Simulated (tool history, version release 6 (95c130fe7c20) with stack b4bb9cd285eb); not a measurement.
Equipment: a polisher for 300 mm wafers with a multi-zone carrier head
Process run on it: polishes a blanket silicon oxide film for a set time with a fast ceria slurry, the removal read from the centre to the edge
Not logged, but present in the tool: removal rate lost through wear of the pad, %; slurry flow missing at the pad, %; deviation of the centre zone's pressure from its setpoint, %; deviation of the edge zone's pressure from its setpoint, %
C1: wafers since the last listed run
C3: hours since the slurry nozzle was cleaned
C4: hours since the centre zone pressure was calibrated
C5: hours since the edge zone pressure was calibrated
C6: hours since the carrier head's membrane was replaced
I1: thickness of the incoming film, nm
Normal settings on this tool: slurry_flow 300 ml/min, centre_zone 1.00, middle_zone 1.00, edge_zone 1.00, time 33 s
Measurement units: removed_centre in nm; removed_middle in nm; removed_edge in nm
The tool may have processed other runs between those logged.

{"run": 1, "day": 0.0, "slurry_flow": 365, "centre_zone": 1.0, "middle_zone": 1.11, "edge_zone": 1.0, "time": 33, "C1": 0, "wafers polished on this pad": 5017, "C3": 622.7, "C4": 480.9, "C5": 14.1, "C6": 521.3, "I1": 1847.1, "removed_centre": 537.6, "removed_middle": 565.4, "removed_edge": 531.7}
{"day": 0.65, "done": "worn pad replaced by a new one"}
{"day": 0.996, "done": "slurry nozzle cleaned"}
{"run": 2, "day": 1.525, "slurry_flow": 300, "centre_zone": 1.0, "middle_zone": 1.0, "edge_zone": 1.0, "time": 33, "C1": 452, "wafers polished on this pad": 286, "C3": 12.7, "C4": 517.5, "C5": 50.7, "C6": 557.9, "I1": 1840.4, "removed_centre": 526.1, "removed_middle": 521.6, "removed_edge": 526.5}
{"run": 3, "day": 2.904, "slurry_flow": 250, "centre_zone": 1.1, "middle_zone": 0.89, "edge_zone": 1.0, "time": 43, "C1": 474, "wafers polished on this pad": 760, "C3": 45.8, "C4": 550.6, "C5": 83.8, "C6": 591.0, "I1": 1843.5, "removed_centre": 745.7, "removed_middle": 626.4, "removed_edge": 678.8}
{"run": 4, "day": 4.167, "slurry_flow": 300, "centre_zone": 1.0, "middle_zone": 1.0, "edge_zone": 1.0, "time": 33, "C1": 434, "wafers polished on this pad": 1194, "C3": 76.1, "C4": 580.9, "C5": 114.1, "C6": 621.3, "I1": 1899.6, "removed_centre": 533.2, "removed_middle": 521.4, "removed_edge": 527.6}
{"run": 5, "day": 5.767, "slurry_flow": 300, "centre_zone": 1.0, "middle_zone": 1.0, "edge_zone": 1.0, "time": 33, "C1": 550, "wafers polished on this pad": 1745, "C3": 114.5, "C4": 619.3, "C5": 152.5, "C6": 659.7, "I1": 1879.7, "removed_centre": 530.5, "removed_middle": 525.7, "removed_edge": 520.1}
{"run": 6, "day": 7.142, "slurry_flow": 300, "centre_zone": 0.95, "middle_zone": 1.0, "edge_zone": 1.03, "time": 33, "C1": 472, "wafers polished on this pad": 2217, "C3": 147.5, "C4": 652.3, "C5": 185.5, "C6": 692.7, "I1": 1844.9, "removed_centre": 497.8, "removed_middle": 524.1, "removed_edge": 529.6}
{"day": 7.471, "done": "carrier head's membrane replaced by a new one"}
{"run": 7, "day": 8.771, "slurry_flow": 300, "centre_zone": 1.0, "middle_zone": 1.0, "edge_zone": 1.0, "time": 33, "C1": 488, "wafers polished on this pad": 2706, "C3": 186.6, "C4": 691.4, "C5": 224.6, "C6": 31.2, "I1": 1833.7, "removed_centre": 533.5, "removed_middle": 519.5, "removed_edge": 526.2}
{"run": 8, "day": 10.012, "slurry_flow": 300, "centre_zone": 1.0, "middle_zone": 0.88, "edge_zone": 1.0, "time": 33, "C1": 426, "wafers polished on this pad": 3133, "C3": 216.4, "C4": 721.2, "C5": 254.4, "C6": 61.0, "I1": 1865.5, "removed_centre": 530.0, "removed_middle": 483.5, "removed_edge": 526.7}
{"run": 9, "day": 11.092, "slurry_flow": 300, "centre_zone": 1.0, "middle_zone": 1.0, "edge_zone": 1.0, "time": 33, "C1": 371, "wafers polished on this pad": 3504, "C3": 242.3, "C4": 747.1, "C5": 280.3, "C6": 86.9, "I1": 1835.6, "removed_centre": 526.8, "removed_middle": 524.3, "removed_edge": 518.5}
{"run": 10, "day": 14.0, "slurry_flow": 300, "centre_zone": 0.97, "middle_zone": 0.96, "edge_zone": 1.0, "time": 33, "C1": 1000, "wafers polished on this pad": 4504, "C3": 312.1, "C4": 816.9, "C5": 350.1, "C6": 156.7, "I1": 1874.0, "removed_centre": 523.8, "removed_middle": 492.9, "removed_edge": 513.9}
{"run": 11, "day": 15.488, "slurry_flow": 300, "centre_zone": 1.0, "middle_zone": 1.0, "edge_zone": 1.0, "time": 33, "C1": 511, "wafers polished on this pad": 5015, "C3": 347.8, "C4": 852.6, "C5": 385.8, "C6": 192.4, "I1": 1822.8, "removed_centre": 520.6, "removed_middle": 527.8, "removed_edge": 531.4}
{"day": 17.383, "done": "worn pad replaced by a new one"}
{"run": 12, "day": 17.617, "slurry_flow": 300, "centre_zone": 0.95, "middle_zone": 1.0, "edge_zone": 1.0, "time": 33, "C1": 674, "wafers polished on this pad": 79, "C3": 398.9, "C4": 903.7, "C5": 436.9, "C6": 243.5, "I1": 1874.9, "removed_centre": 515.6, "removed_middle": 528.0, "removed_edge": 530.1}
{"run": 13, "day": 18.621, "slurry_flow": 300, "centre_zone": 1.0, "middle_zone": 1.0, "edge_zone": 1.0, "time": 37, "C1": 345, "wafers polished on this pad": 425, "C3": 423.0, "C4": 927.8, "C5": 461.0, "C6": 267.6, "I1": 1867.8, "removed_centre": 596.5, "removed_middle": 594.1, "removed_edge": 590.3}
{"day": 19.017, "done": "edge zone pressure recalibrated"}
{"run": 14, "day": 21.492, "slurry_flow": 300, "centre_zone": 0.95, "middle_zone": 1.0, "edge_zone": 1.03, "time": 33, "C1": 958, "wafers polished on this pad": 1383, "C3": 491.9, "C4": 996.7, "C5": 59.4, "C6": 336.5, "I1": 1848.4, "removed_centre": 516.3, "removed_middle": 520.7, "removed_edge": 537.8}
{"run": 15, "day": 22.625, "slurry_flow": 300, "centre_zone": 1.0, "middle_zone": 1.0, "edge_zone": 1.0, "time": 33, "C1": 389, "wafers polished on this pad": 1773, "C3": 519.1, "C4": 1023.9, "C5": 86.6, "C6": 363.7, "I1": 1872.8, "removed_centre": 528.8, "removed_middle": 524.7, "removed_edge": 524.5}
{"run": 16, "day": 25.133, "slurry_flow": 300, "centre_zone": 0.92, "middle_zone": 1.0, "edge_zone": 1.07, "time": 40, "C1": 862, "wafers polished on this pad": 2635, "C3": 579.3, "C4": 1084.1, "C5": 146.8, "C6": 423.9, "I1": 1894.1, "removed_centre": 594.1, "removed_middle": 629.9, "removed_edge": 636.5}
{"run": 17, "day": 27.654, "slurry_flow": 370, "centre_zone": 1.09, "middle_zone": 1.0, "edge_zone": 0.93, "time": 21, "C1": 866, "wafers polished on this pad": 3502, "C3": 639.8, "C4": 1144.6, "C5": 207.3, "C6": 484.4, "I1": 1892.3, "removed_centre": 373.7, "removed_middle": 336.3, "removed_edge": 328.6}
{"run": 18, "day": 29.054, "slurry_flow": 225, "centre_zone": 1.0, "middle_zone": 1.05, "edge_zone": 1.0, "time": 27, "C1": 481, "wafers polished on this pad": 3983, "C3": 673.4, "C4": 1178.2, "C5": 240.9, "C6": 518.0, "I1": 1878.1, "removed_centre": 431.5, "removed_middle": 424.7, "removed_edge": 426.4}
{"run": 19, "day": 31.375, "slurry_flow": 245, "centre_zone": 1.0, "middle_zone": 1.03, "edge_zone": 1.0, "time": 29, "C1": 798, "wafers polished on this pad": 4781, "C3": 729.1, "C4": 1233.9, "C5": 296.6, "C6": 573.7, "I1": 1845.0, "removed_centre": 453.9, "removed_middle": 461.3, "removed_edge": 449.0}
{"run": 20, "day": 34.033, "slurry_flow": 300, "centre_zone": 1.0, "middle_zone": 1.0, "edge_zone": 1.0, "time": 21, "C1": 914, "wafers polished on this pad": 5696, "C3": 792.9, "C4": 1297.7, "C5": 360.4, "C6": 637.5, "I1": 1859.8, "removed_centre": 340.1, "removed_middle": 329.4, "removed_edge": 334.1}
{"day": 34.412, "done": "slurry nozzle cleaned"}
{"day": 34.858, "done": "worn pad replaced by a new one"}
{"run": 21, "day": 35.204, "slurry_flow": 355, "centre_zone": 1.0, "middle_zone": 1.0, "edge_zone": 1.0, "time": 33, "C1": 330, "wafers polished on this pad": 119, "C3": 19.0, "C4": 1325.8, "C5": 388.5, "C6": 665.6, "I1": 1847.6, "removed_centre": 547.3, "removed_middle": 531.2, "removed_edge": 528.6}

Here are 5 independent what-if runs from the current tool condition. What would each one return?
{"run": "A", "day": 35.221, "slurry_flow": 300, "centre_zone": 1.0, "middle_zone": 1.0, "edge_zone": 1.0, "time": 44, "C1": 5, "wafers polished on this pad": 124, "C3": 19.4, "C4": 1326.2, "C5": 388.9, "C6": 666.0, "I1": 1869.6, "removed_centre": "?", "removed_middle": "?", "removed_edge": "?"}
{"run": "B", "day": 35.221, "slurry_flow": 300, "centre_zone": 1.06, "middle_zone": 1.0, "edge_zone": 1.0, "time": 44, "C1": 5, "wafers polished on this pad": 124, "C3": 19.4, "C4": 1326.2, "C5": 388.9, "C6": 666.0, "I1": 1869.6, "removed_centre": "?", "removed_middle": "?", "removed_edge": "?"}
{"run": "C", "day": 35.221, "slurry_flow": 300, "centre_zone": 1.0, "middle_zone": 1.04, "edge_zone": 1.0, "time": 44, "C1": 5, "wafers polished on this pad": 124, "C3": 19.4, "C4": 1326.2, "C5": 388.9, "C6": 666.0, "I1": 1869.6, "removed_centre": "?", "removed_middle": "?", "removed_edge": "?"}
{"run": "D", "day": 35.221, "slurry_flow": 265, "centre_zone": 1.0, "middle_zone": 0.94, "edge_zone": 1.1, "time": 42, "C1": 5, "wafers polished on this pad": 124, "C3": 19.4, "C4": 1326.2, "C5": 388.9, "C6": 666.0, "I1": 1869.6, "removed_centre": "?", "removed_middle": "?", "removed_edge": "?"}
{"run": "E", "day": 35.221, "slurry_flow": 300, "centre_zone": 1.0, "middle_zone": 1.09, "edge_zone": 0.96, "time": 33, "C1": 5, "wafers polished on this pad": 124, "C3": 19.4, "C4": 1326.2, "C5": 388.9, "C6": 666.0, "I1": 1869.6, "removed_centre": "?", "removed_middle": "?", "removed_edge": "?"}

run=A removed_centre=711.7 removed_middle=680.7 removed_edge=692.7
run=B removed_centre=750.6 removed_middle=680.5 removed_edge=692.7
run=C removed_centre=711.9 removed_middle=699.4 removed_edge=692.4
run=D removed_centre=673.7 removed_middle=618.5 removed_edge=682.3
run=E removed_centre=534.0 removed_middle=542.0 removed_edge=511.3
With no hidden state in the tool, these same runs would have given:
run=A removed_centre=711.7 removed_middle=680.7 removed_edge=692.7
run=B removed_centre=750.6 removed_middle=680.5 removed_edge=692.7
run=C removed_centre=711.9 removed_middle=699.4 removed_edge=692.4
run=D removed_centre=673.7 removed_middle=618.5 removed_edge=682.3
run=E removed_centre=534.0 removed_middle=542.0 removed_edge=511.3
